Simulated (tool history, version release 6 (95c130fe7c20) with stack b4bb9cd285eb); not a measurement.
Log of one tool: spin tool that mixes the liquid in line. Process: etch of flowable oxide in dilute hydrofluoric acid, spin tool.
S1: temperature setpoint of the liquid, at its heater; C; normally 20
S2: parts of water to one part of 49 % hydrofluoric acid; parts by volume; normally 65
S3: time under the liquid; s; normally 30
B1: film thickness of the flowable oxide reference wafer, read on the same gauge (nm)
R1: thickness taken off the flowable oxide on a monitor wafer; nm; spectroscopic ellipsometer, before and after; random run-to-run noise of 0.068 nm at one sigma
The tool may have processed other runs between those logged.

run	hour	S1	S2	S3	B1	R1
1	0	20	65	45	89.99	19.94
2	59.6	20	65	45	89.98	20
3	97.9	20	65	45	89.99	20.04
4	133.3	20	65	15	90.01	6.73
5	157.4	20	65	15	90.01	6.61
6	197.1	20	65	30	90.01	13.27
7	225.7	20	65	30	90	13.18
8	286.2	20	65	30	90.02	13.27
9	358	20	65	30	90	13.34
10	418.5	20	65	30	89.99	13.35
11	478.2	20	65	30	90	13.21
12	521.3	20	65	30	89.98	13.39
13	590.3	20	65	30	90	13.23
14	641.5	20	65	30	90.01	13.4
15	671.1	20	65	30	90.01	13.29
16	703.5	20	65	30	90.01	13.36
17	744.9	20	65	35	89.98	15.65
18	776.6	18	80	40	90	13.03
19	924.6	21.5	45	30	90.01	20.8
20	952.2	20	65	30	90.02	13.28
21	977.7	24.5	65	30	90.01	16.1
22	1029.7	17	85	30	90.03	8.76
23	1074.6	20	65	30	90	13.38
24	1130.7	20	65	30	90	13.4
25	1195.1	18.5	55	20	90	9.88
26	1262.9	20	65	30	89.98	13.34
27	1315.2	18.5	75	45	90.02	16.18
28	1354	17	40	45	89.98	29.11
29	1405.7	17	95	25	90	6.46
30	1473	17	75	40	90.01	13.31
31	1525.8	20	65	30	90.02	13.27
32	1565.2	20	90	25	89.99	7.74
33	1594.9	20	65	30	89.98	13.27
34	1626.9	20	65	30	90.01	13.25

Taken out of this log: 4 entries between the listed runs. Where each belongs, and how the hidden state differs across it:
Runs 4 to 5: hydrofluoric acid flow meter replaced (hour 135.3)
  no hidden state differs between the two runs
Runs 12 to 13: gauge calibrated (hour 578.7)
  no hidden state differs between the two runs
Runs 23 to 24: thermometer replaced (hour 1108.1)
  no hidden state differs between the two runs
Runs 26 to 27: hydrofluoric acid flow meter replaced (hour 1276.2)
  no hidden state differs between the two runs
